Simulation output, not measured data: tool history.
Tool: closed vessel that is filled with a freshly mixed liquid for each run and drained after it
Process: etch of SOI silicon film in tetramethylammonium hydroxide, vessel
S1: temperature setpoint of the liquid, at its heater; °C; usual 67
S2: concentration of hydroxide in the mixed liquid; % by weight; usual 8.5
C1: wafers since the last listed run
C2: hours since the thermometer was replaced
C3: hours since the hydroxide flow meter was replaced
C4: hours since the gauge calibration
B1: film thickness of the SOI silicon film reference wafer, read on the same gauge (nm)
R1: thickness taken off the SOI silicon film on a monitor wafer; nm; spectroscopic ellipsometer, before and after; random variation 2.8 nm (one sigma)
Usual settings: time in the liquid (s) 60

run 1 hour=0 | S1=67 S2=8.5 time_in_the_liquid_(s)=45 | C1=0 C2=1040.8 C3=1575.4 C4=69.7 | B1=79.99 | R1=262.92
run 2 hour=7.7 | S1=67 S2=8.5 time_in_the_liquid_(s)=45 | C1=695 C2=1048.5 C3=1583.1 C4=77.4 | B1=79.99 | R1=257.62
run 3 hour=22.9 | S1=67 S2=8.5 time_in_the_liquid_(s)=45 | C1=1373 C2=1063.7 C3=1598.3 C4=92.6 | B1=79.99 | R1=260.5
run 4 hour=33.9 | S1=67 S2=8.5 time_in_the_liquid_(s)=60 | C1=993 C2=1074.7 C3=1609.3 C4=103.6 | B1=80.01 | R1=346.45
run 5 hour=40.5 | S1=61.5 S2=8.5 time_in_the_liquid_(s)=60 | C1=596 C2=1081.3 C3=1615.9 C4=110.2 | B1=80 | R1=247.13
run 6 hour=58.3 | S1=67 S2=8.5 time_in_the_liquid_(s)=60 | C1=1608 C2=1099.1 C3=1633.7 C4=128 | B1=79.99 | R1=346.9
run 7 hour=71.8 | S1=67 S2=8.5 time_in_the_liquid_(s)=65 | C1=1219 C2=1112.6 C3=1647.2 C4=141.5 | B1=79.96 | R1=375.05
run 8 hour=83.7 | S1=67 S2=8.5 time_in_the_liquid_(s)=65 | C1=1075 C2=1124.5 C3=1659.1 C4=153.4 | B1=80.02 | R1=373.72
run 9 hour=100.9 | S1=67 S2=8.5 time_in_the_liquid_(s)=60 | C1=1554 C2=1141.7 C3=1676.3 C4=170.6 | B1=80.01 | R1=342.93
-- hour=110.6 gauge calibrated
-- hour=115.9 thermometer replaced
run 10 hour=118.5 | S1=67 S2=8.5 time_in_the_liquid_(s)=60 | C1=1499 C2=2.6 C3=1693.9 C4=7.9 | B1=80 | R1=385.67
-- hour=138.5 hydroxide flow meter replaced
run 11 hour=171.3 | S1=74.5 S2=9.5 time_in_the_liquid_(s)=80 | C1=4680 C2=55.4 C3=32.8 C4=60.7 | B1=80 | R1=763.37
run 12 hour=180.2 | S1=74 S2=8.5 time_in_the_liquid_(s)=30 | C1=804 C2=64.3 C3=41.7 C4=69.6 | B1=79.97 | R1=292.18
run 13 hour=194.6 | S1=67 S2=8.5 time_in_the_liquid_(s)=60 | C1=1301 C2=78.7 C3=56.1 C4=84 | B1=80.02 | R1=385.26
run 14 hour=209.3 | S1=64 S2=10 time_in_the_liquid_(s)=60 | C1=1328 C2=93.4 C3=70.8 C4=98.7 | B1=80.04 | R1=298.94
run 15 hour=226.6 | S1=62 S2=10 time_in_the_liquid_(s)=35 | C1=1563 C2=110.7 C3=88.1 C4=116 | B1=79.99 | R1=155.35
run 16 hour=237.6 | S1=70.5 S2=8.5 time_in_the_liquid_(s)=60 | C1=993 C2=121.7 C3=99.1 C4=127 | B1=79.99 | R1=474.18
run 17 hour=252.1 | S1=64 S2=7.5 time_in_the_liquid_(s)=85 | C1=1310 C2=136.2 C3=113.6 C4=141.5 | B1=79.99 | R1=471.15
run 18 hour=260 | S1=64 S2=9 time_in_the_liquid_(s)=60 | C1=713 C2=144.1 C3=121.5 C4=149.4 | B1=80.01 | R1=314.53
run 19 hour=276 | S1=67 S2=8.5 time_in_the_liquid_(s)=60 | C1=1445 C2=160.1 C3=137.5 C4=165.4 | B1=80.02 | R1=380.27
run 20 hour=282.9 | S1=64 S2=10 time_in_the_liquid_(s)=60 | C1=623 C2=167 C3=144.4 C4=172.3 | B1=80 | R1=302.47
run 21 hour=299.1 | S1=71.5 S2=8.5 time_in_the_liquid_(s)=60 | C1=1463 C2=183.2 C3=160.6 C4=188.5 | B1=79.99 | R1=499.25

Measured less the same run without the tool's hidden state. The same run-to-run variation is in both; the gauge's scatter may not be:
The hidden state here: liquid colder than its thermometer reads (K); hydroxide flow above the setpoint (%); gauge reads high (%).
run=1 R1=-37.18
run=2 R1=-36.62
run=3 R1=-37.57
run=4 R1=-50.44
run=5 R1=-37.72
run=6 R1=-51.72
run=7 R1=-56.69
run=8 R1=-57.01
run=9 R1=-53.04
run=10 R1=-7.93
run=11 R1=-19.48
run=12 R1=-7.83
run=13 R1=-11.46
run=14 R1=-9.62
run=15 R1=-5.36
run=16 R1=-16.11
run=17 R1=-17.54
run=18 R1=-11.91
run=19 R1=-14.85
run=20 R1=-12.41
run=21 R1=-20.5
